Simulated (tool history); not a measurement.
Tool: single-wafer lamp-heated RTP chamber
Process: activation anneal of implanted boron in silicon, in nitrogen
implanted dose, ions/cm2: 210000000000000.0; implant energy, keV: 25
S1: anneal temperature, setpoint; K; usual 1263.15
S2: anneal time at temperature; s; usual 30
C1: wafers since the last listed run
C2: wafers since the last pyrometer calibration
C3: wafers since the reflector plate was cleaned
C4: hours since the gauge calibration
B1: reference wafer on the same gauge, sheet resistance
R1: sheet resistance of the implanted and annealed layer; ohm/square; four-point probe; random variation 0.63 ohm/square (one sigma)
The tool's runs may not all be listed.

run   hour       S1  S2   C1    C2    C3     C4      B1      R1
  1    0.0  1245.15  43    0  6557  4300   53.3  454.96  428.55
  2    7.5  1245.15  43   72  6629  4372   60.8  455.15  428.49
  3   17.1  1245.15  43   92  6721  4464   70.4  454.97  429.76
  4   27.7  1263.15  30  101  6823  4566   81.0  454.99  418.89
  5   35.4  1263.15  30   74  6897  4640   88.7  454.90  418.86
  6   45.4  1263.15  30   96  6993  4736   98.7  455.12  419.30
  7   55.8  1275.15  30   99  7093  4836  109.1  455.11  415.10
  8   69.0  1275.15  30  126  7220  4963  122.3  454.94  415.93
  9   79.2  1275.15  30   98  7318  5061  132.5  454.85  414.74
 10   91.7  1263.15  39  120  7439  5181  145.0  455.10  417.09
     100.7  -- gauge calibrated
     105.9  -- reflector plate cleaned
 11  106.4  1272.15  44   64  7503     4    5.7  454.91  414.42
 12  112.3  1263.15  30   56  7560    61   11.6  455.11  419.34
 13  123.3  1284.15  30  105  7665   167   22.6  455.11  414.90
     138.3  -- pyrometer window cleaned and pyrometer calibrated
 14  138.8  1263.15  30   72     4   239   38.1  454.97  418.93
 15  149.8  1263.15  30  105   110   345   49.1  455.28  419.30
 16  157.5  1235.15  45   74   184   419   56.8  454.95  440.52
 17  163.8  1289.15  24   60   244   479   63.1  455.04  413.50
 18  171.6  1244.15  40   74   319   554   70.9  455.21  430.42
 19  178.0  1263.15  19   61   381   616   77.3  454.94  421.81
 20  194.9  1271.15  35  162   543   778   94.2  454.99  415.50

Forecast each of these 3 alternatives for the next run:
  A  195.3  1263.15  30   3  547  782  94.6   ?   ?
  B  195.3  1290.15  39   3  547  782  94.6   ?   ?
  C  195.3  1286.15  12   3  547  782  94.6   ?   ?

run      B1      R1
  A  455.02  418.06
  B  455.02  411.32
  C  455.02  414.30
Without the tool's hidden state the same runs would have given:
run      R1
  A  418.06
  B  411.32
  C  414.30
